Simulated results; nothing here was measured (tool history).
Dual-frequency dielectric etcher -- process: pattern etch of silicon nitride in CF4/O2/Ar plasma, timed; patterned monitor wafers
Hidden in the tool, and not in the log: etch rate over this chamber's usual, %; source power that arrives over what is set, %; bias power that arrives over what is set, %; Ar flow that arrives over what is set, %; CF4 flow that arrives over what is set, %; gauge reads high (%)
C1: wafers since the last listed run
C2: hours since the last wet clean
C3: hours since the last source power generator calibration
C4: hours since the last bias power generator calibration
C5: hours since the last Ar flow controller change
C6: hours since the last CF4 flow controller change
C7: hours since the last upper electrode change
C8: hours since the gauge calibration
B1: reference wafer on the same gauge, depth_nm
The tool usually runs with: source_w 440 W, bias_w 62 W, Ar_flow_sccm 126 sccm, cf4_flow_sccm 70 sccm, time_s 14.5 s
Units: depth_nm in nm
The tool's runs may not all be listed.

Run 1, hour 0.0: usual settings but cf4_flow_sccm 61 sccm; C1 0; C2 54.4; C3 2401.6; C4 4546.9; C5 3367.3; C6 4753.5; C7 2670.3; C8 650.4; B1 28.30. Result: depth_nm 23.97 nm.
Run 2, hour 54.4: usual settings but bias_w 68 W, cf4_flow_sccm 75 sccm; C1 831; C2 108.8; C3 2456.0; C4 4601.3; C5 3421.7; C6 4807.9; C7 2724.7; C8 704.8; B1 28.33. Result: depth_nm 25.39 nm.
Run 3, hour 121.9: usual settings but bias_w 68 W, cf4_flow_sccm 75 sccm; C1 1031; C2 176.3; C3 2523.5; C4 4668.8; C5 3489.2; C6 4875.4; C7 2792.2; C8 772.3; B1 28.31. Result: depth_nm 25.40 nm.
At hour 195.0: bias power generator calibrated.
Run 4, hour 195.5: usual settings but bias_w 68 W, cf4_flow_sccm 75 sccm; C1 1064; C2 249.9; C3 2597.1; C4 0.5; C5 3562.8; C6 4949.0; C7 2865.8; C8 845.9; B1 28.29. Result: depth_nm 25.59 nm.
Run 5, hour 238.9: usual settings; C1 663; C2 293.3; C3 2640.5; C4 43.9; C5 3606.2; C6 4992.4; C7 2909.2; C8 889.3; B1 28.28. Result: depth_nm 24.54 nm.
Run 6, hour 272.9: usual settings; C1 519; C2 327.3; C3 2674.5; C4 77.9; C5 3640.2; C6 5026.4; C7 2943.2; C8 923.3; B1 28.29. Result: depth_nm 24.68 nm.
At hour 346.3: source power generator calibrated.
At hour 385.8: wet clean of the chamber.
Run 7, hour 411.1: usual settings; C1 1684; C2 25.3; C3 64.8; C4 216.1; C5 3778.4; C6 5164.6; C7 3081.4; C8 1061.5; B1 28.30. Result: depth_nm 25.25 nm.
At hour 438.8: gauge calibrated.
Run 8, hour 443.8: usual settings; C1 499; C2 58.0; C3 97.5; C4 248.8; C5 3811.1; C6 5197.3; C7 3114.1; C8 5.0; B1 28.32. Result: depth_nm 25.53 nm.
Run 9, hour 496.3: usual settings but source_w 410 W, bias_w 50 W, Ar_flow_sccm 149 sccm, time_s 16.5 s; C1 802; C2 110.5; C3 150.0; C4 301.3; C5 3863.6; C6 5249.8; C7 3166.6; C8 57.5; B1 28.29. Result: depth_nm 24.47 nm.
Run 10, hour 537.2: usual settings; C1 625; C2 151.4; C3 190.9; C4 342.2; C5 3904.5; C6 5290.7; C7 3207.5; C8 98.4; B1 28.27. Result: depth_nm 25.28 nm.
At hour 558.9: CF4 flow controller replaced.
Run 11, hour 590.7: usual settings but Ar_flow_sccm 104 sccm; C1 726; C2 204.9; C3 244.4; C4 395.7; C5 3958.0; C6 31.8; C7 3261.0; C8 151.9; B1 28.27. Result: depth_nm 26.10 nm.
Run 12, hour 645.9: usual settings but source_w 360 W, Ar_flow_sccm 103 sccm, cf4_flow_sccm 63 sccm, time_s 17.5 s; C1 843; C2 260.1; C3 299.6; C4 450.9; C5 4013.2; C6 87.0; C7 3316.2; C8 207.1; B1 28.35. Result: depth_nm 25.79 nm.
At hour 696.8: upper electrode replaced.
At hour 701.0: Ar flow controller replaced.
Run 13, hour 701.5: usual settings; C1 418; C2 315.7; C3 355.2; C4 506.5; C5 0.5; C6 142.6; C7 4.7; C8 262.7; B1 28.28. Result: depth_nm 25.33 nm.
Run 14, hour 710.1: usual settings but Ar_flow_sccm 110 sccm, cf4_flow_sccm 80 sccm, time_s 13.0 s; C1 131; C2 324.3; C3 363.8; C4 515.1; C5 9.1; C6 151.2; C7 13.3; C8 271.3; B1 28.34. Result: depth_nm 23.55 nm.
Run 15, hour 767.6: usual settings; C1 879; C2 381.8; C3 421.3; C4 572.6; C5 66.6; C6 208.7; C7 70.8; C8 328.8; B1 28.32. Result: depth_nm 25.41 nm.
At hour 807.0: wet clean of the chamber.
Run 16, hour 816.5: usual settings; C1 380; C2 9.5; C3 470.2; C4 621.5; C5 115.5; C6 257.6; C7 119.7; C8 377.7; B1 28.32. Result: depth_nm 24.99 nm.
Run 17, hour 860.5: usual settings but bias_w 72 W, Ar_flow_sccm 157 sccm, cf4_flow_sccm 57 sccm, time_s 11.5 s; C1 672; C2 53.5; C3 514.2; C4 665.5; C5 159.5; C6 301.6; C7 163.7; C8 421.7; B1 28.30. Result: depth_nm 20.12 nm.
Run 18, hour 901.2: usual settings but bias_w 75 W, Ar_flow_sccm 102 sccm, time_s 17.0 s; C1 622; C2 94.2; C3 554.9; C4 706.2; C5 200.2; C6 342.3; C7 204.4; C8 462.4; B1 28.28. Result: depth_nm 32.26 nm.
Run 19, hour 959.6: usual settings but source_w 410 W; C1 892; C2 152.6; C3 613.3; C4 764.6; C5 258.6; C6 400.7; C7 262.8; C8 520.8; B1 28.23. Result: depth_nm 23.66 nm.
Run 20, hour 984.4: usual settings but source_w 540 W; C1 379; C2 177.4; C3 638.1; C4 789.4; C5 283.4; C6 425.5; C7 287.6; C8 545.6; B1 28.34. Result: depth_nm 30.13 nm.
Run 21, hour 1021.4: usual settings but source_w 480 W, bias_w 69 W, Ar_flow_sccm 152 sccm, cf4_flow_sccm 83 sccm; C1 565; C2 214.4; C3 675.1; C4 826.4; C5 320.4; C6 462.5; C7 324.6; C8 582.6; B1 28.30. Result: depth_nm 28.22 nm.

4 ways to go on from here, each from the tool as it stands after run 21. What would each give?
Run A, hour 1021.8: usual settings; C1 6; C2 214.8; C3 675.5; C4 826.8; C5 320.8; C6 462.9; C7 325.0; C8 583.0; B1 ?. Result: depth_nm ?.
Run B, hour 1021.8: usual settings but bias_w 55 W, Ar_flow_sccm 143 sccm, cf4_flow_sccm 87 sccm, time_s 10.5 s; C1 6; C2 214.8; C3 675.5; C4 826.8; C5 320.8; C6 462.9; C7 325.0; C8 583.0; B1 ?. Result: depth_nm ?.
Run C, hour 1021.8: usual settings but bias_w 52 W, Ar_flow_sccm 117 sccm, cf4_flow_sccm 85 sccm; C1 6; C2 214.8; C3 675.5; C4 826.8; C5 320.8; C6 462.9; C7 325.0; C8 583.0; B1 ?. Result: depth_nm ?.
Run D, hour 1021.8: usual settings but Ar_flow_sccm 108 sccm, cf4_flow_sccm 75 sccm; C1 6; C2 214.8; C3 675.5; C4 826.8; C5 320.8; C6 462.9; C7 325.0; C8 583.0; B1 ?. Result: depth_nm ?.

run     B1  depth_nm
  A  28.28     25.14
  B  28.28     17.60
  C  28.28     24.40
  D  28.28     25.85
Without the tool's hidden state the same runs would have given:
run  depth_nm
  A     25.41
  B     17.79
  C     24.66
  D     26.12

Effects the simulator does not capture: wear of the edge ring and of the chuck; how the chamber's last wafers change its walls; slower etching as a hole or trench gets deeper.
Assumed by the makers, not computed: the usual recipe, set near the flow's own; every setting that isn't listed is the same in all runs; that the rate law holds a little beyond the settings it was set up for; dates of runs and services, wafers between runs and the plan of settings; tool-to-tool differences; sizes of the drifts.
